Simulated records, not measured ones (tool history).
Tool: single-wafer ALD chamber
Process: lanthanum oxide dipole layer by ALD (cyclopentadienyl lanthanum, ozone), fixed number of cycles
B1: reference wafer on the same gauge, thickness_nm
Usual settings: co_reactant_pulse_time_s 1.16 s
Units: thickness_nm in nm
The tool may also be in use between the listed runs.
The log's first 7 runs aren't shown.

{"run": 8, "day": 12.133, "co_reactant_pulse_time_s": 1.26, "B1": 0.594, "thickness_nm": 0.505}
{"run": 9, "day": 15.012, "co_reactant_pulse_time_s": 1.16, "B1": 0.594, "thickness_nm": 0.493}
{"day": 17.596, "done": "ozone generator serviced"}
{"run": 10, "day": 17.617, "co_reactant_pulse_time_s": 1.16, "B1": 0.594, "thickness_nm": 0.507}
{"day": 23.525, "done": "showerhead replaced"}
{"run": 11, "day": 26.267, "co_reactant_pulse_time_s": 1.16, "B1": 0.594, "thickness_nm": 0.505}
{"run": 12, "day": 27.429, "co_reactant_pulse_time_s": 1.54, "B1": 0.593, "thickness_nm": 0.533}
{"run": 13, "day": 29.171, "co_reactant_pulse_time_s": 1.04, "B1": 0.594, "thickness_nm": 0.49}
{"run": 14, "day": 30.867, "co_reactant_pulse_time_s": 1.16, "B1": 0.594, "thickness_nm": 0.503}
{"run": 15, "day": 32.783, "co_reactant_pulse_time_s": 1.34, "B1": 0.594, "thickness_nm": 0.52}
{"day": 34.262, "done": "gauge calibrated"}
{"day": 35.254, "done": "thermocouple changed; heater temperature recalibrated"}
{"run": 16, "day": 35.579, "co_reactant_pulse_time_s": 1.16, "B1": 0.594, "thickness_nm": 0.502}
{"run": 17, "day": 38.367, "co_reactant_pulse_time_s": 1.6, "B1": 0.594, "thickness_nm": 0.533}
{"run": 18, "day": 40.438, "co_reactant_pulse_time_s": 0.75, "B1": 0.594, "thickness_nm": 0.44}
{"run": 19, "day": 41.992, "co_reactant_pulse_time_s": 0.85, "B1": 0.594, "thickness_nm": 0.459}
{"run": 20, "day": 44.833, "co_reactant_pulse_time_s": 1.44, "B1": 0.594, "thickness_nm": 0.525}
{"run": 21, "day": 45.971, "co_reactant_pulse_time_s": 1.16, "B1": 0.594, "thickness_nm": 0.501}
{"run": 22, "day": 47.621, "co_reactant_pulse_time_s": 1.55, "B1": 0.594, "thickness_nm": 0.53}
{"run": 23, "day": 50.433, "co_reactant_pulse_time_s": 1.16, "B1": 0.594, "thickness_nm": 0.499}
{"run": 24, "day": 51.762, "co_reactant_pulse_time_s": 0.87, "B1": 0.594, "thickness_nm": 0.457}
{"run": 25, "day": 54.567, "co_reactant_pulse_time_s": 0.79, "B1": 0.594, "thickness_nm": 0.441}
{"run": 26, "day": 57.225, "co_reactant_pulse_time_s": 0.7, "B1": 0.594, "thickness_nm": 0.421}
{"run": 27, "day": 60.154, "co_reactant_pulse_time_s": 1.16, "B1": 0.594, "thickness_nm": 0.498}

Forecast run 28:
{"run": 28, "day": 63.042, "co_reactant_pulse_time_s": 1.46, "B1": "?", "thickness_nm": "?"}

{"run 28": {"B1": 0.594, "thickness_nm": 0.52}}
Without the tool's hidden state the same run would have given thickness_nm 0.528 nm.
